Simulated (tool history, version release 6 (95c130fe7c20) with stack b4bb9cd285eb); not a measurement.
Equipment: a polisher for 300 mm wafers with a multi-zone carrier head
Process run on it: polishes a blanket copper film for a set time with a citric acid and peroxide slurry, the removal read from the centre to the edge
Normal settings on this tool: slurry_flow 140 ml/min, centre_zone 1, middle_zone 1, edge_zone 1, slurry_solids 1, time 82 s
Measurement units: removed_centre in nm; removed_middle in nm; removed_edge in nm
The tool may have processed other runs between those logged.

run,hour,slurry_flow,centre_zone,middle_zone,edge_zone,slurry_solids,time,wafers since the last listed run,wafers polished on this pad,hours since the slurry nozzle was cleaned,hours since the centre zone pressure was calibrated,hours since the edge zone pressure was calibrated,hours since the carrier head's membrane was replaced,"incoming thickness of the incoming film, nm",removed_centre,removed_middle,removed_edge
1,0,175,1.1,1,1,1,82,0,1663,55,161.1,0.5,975.8,967.1,197.8,180.9,181.8
2,22.3,155,1.07,1,1,1,82,269,1933,77.3,183.4,22.8,998.1,975.5,188.5,179.9,176.8
3,50,140,1.04,1,1,1,82,335,2268,105,211.1,50.5,1025.8,985.6,179.4,173.4,174.9
4,85.3,140,1,1,1,1,82,427,2695,140.3,246.4,85.8,1061.1,965.4,168.3,171.7,172.1
# hour 110.8: worn pad replaced by a new one
5,111.8,140,1,1.09,1.12,0.7,66,272,11,166.8,272.9,112.3,1087.6,966,131.5,143.9,141.7
6,139.8,185,1.11,1,0.93,1,82,338,350,194.8,300.9,140.3,1115.6,969,200.2,183.5,173.7
7,153.4,140,1,1,1,1,82,164,515,208.4,314.5,153.9,1129.2,962.1,167.2,170.7,171.1
8,172.2,140,1,1,1,1,82,227,742,227.2,333.3,172.7,1148,969.6,164.9,169.2,173
9,273.6,140,1,1,1,1,82,1226,1969,328.6,434.7,274.1,1249.4,983.2,165,170.2,169.9
10,300.3,140,1.09,1,0.94,1.15,96,323,2292,355.3,461.4,300.8,1276.1,979.8,212,198.4,193
# hour 320.9: edge zone pressure recalibrated
# hour 327.2: worn pad replaced by a new one
11,329.5,140,1,1,1,1,82,280,27,384.5,490.6,8.6,1305.3,960.2,158.3,164.6,167.1
# hour 354.6: carrier head's membrane replaced by a new one
12,361.9,180,1,1,0.94,1,82,331,359,416.9,523,41,7.3,967.5,174,176.4,169.7
13,383.9,140,1,1,1,1.3,64,266,625,438.9,545,63,29.3,959,129.7,133.3,136
14,412.2,140,1,1,1,1,82,342,967,467.2,573.3,91.3,57.6,972.1,158.4,162.2,165
15,437.1,175,1,1,1.04,0.9,82,301,1268,492.1,598.2,116.2,82.5,976.2,164.4,168.5,172.1
16,468.6,140,1,1,1,1,82,381,1649,523.6,629.7,147.7,114,971.5,154.9,159.9,168.1
17,504.3,140,0.93,1,1,1,82,431,2081,559.3,665.4,183.4,149.7,967.5,144.3,158.1,163.7
18,538.5,140,1,1,1,1,82,413,2495,593.5,699.6,217.6,183.9,980.5,152.4,158.7,164.9
# hour 540: slurry nozzle cleaned
# hour 544.4: worn pad replaced by a new one
19,570.2,140,1,1,1.04,0.9,93,323,312,30.2,731.3,249.3,215.6,972.7,193.2,196,198.9
20,586.8,140,1,1,1,1,101,200,512,46.8,747.9,265.9,232.2,972.4,211.8,210.2,214.4

5 options for the next run, each taken on its own from the tool as it stands now. Forecast them:
A,587.2,140,1,1,1,1,82,4,517,47.2,748.3,266.3,232.6,975,?,?,?
B,587.2,140,1,1,1.1,1,82,4,517,47.2,748.3,266.3,232.6,975,?,?,?
C,587.2,185,1,1.03,1.08,1,91,4,517,47.2,748.3,266.3,232.6,975,?,?,?
D,587.2,140,1,1,1,1,65,4,517,47.2,748.3,266.3,232.6,975,?,?,?
E,587.2,140,1,1,1,1,67,4,517,47.2,748.3,266.3,232.6,975,?,?,?

run,removed_centre,removed_middle,removed_edge
A,172.8,176.9,173.9
B,172.8,176.9,182.3
C,204.1,212.6,208.4
D,137,140.2,137.8
E,141.2,144.5,142.1
With no hidden state in the tool, these same runs would have given:
run,removed_centre,removed_middle,removed_edge
A,174.2,178.2,174.8
B,174.2,178.1,183.2
C,205.3,213.7,209.2
D,138.1,141.2,138.5
E,142.3,145.6,142.8

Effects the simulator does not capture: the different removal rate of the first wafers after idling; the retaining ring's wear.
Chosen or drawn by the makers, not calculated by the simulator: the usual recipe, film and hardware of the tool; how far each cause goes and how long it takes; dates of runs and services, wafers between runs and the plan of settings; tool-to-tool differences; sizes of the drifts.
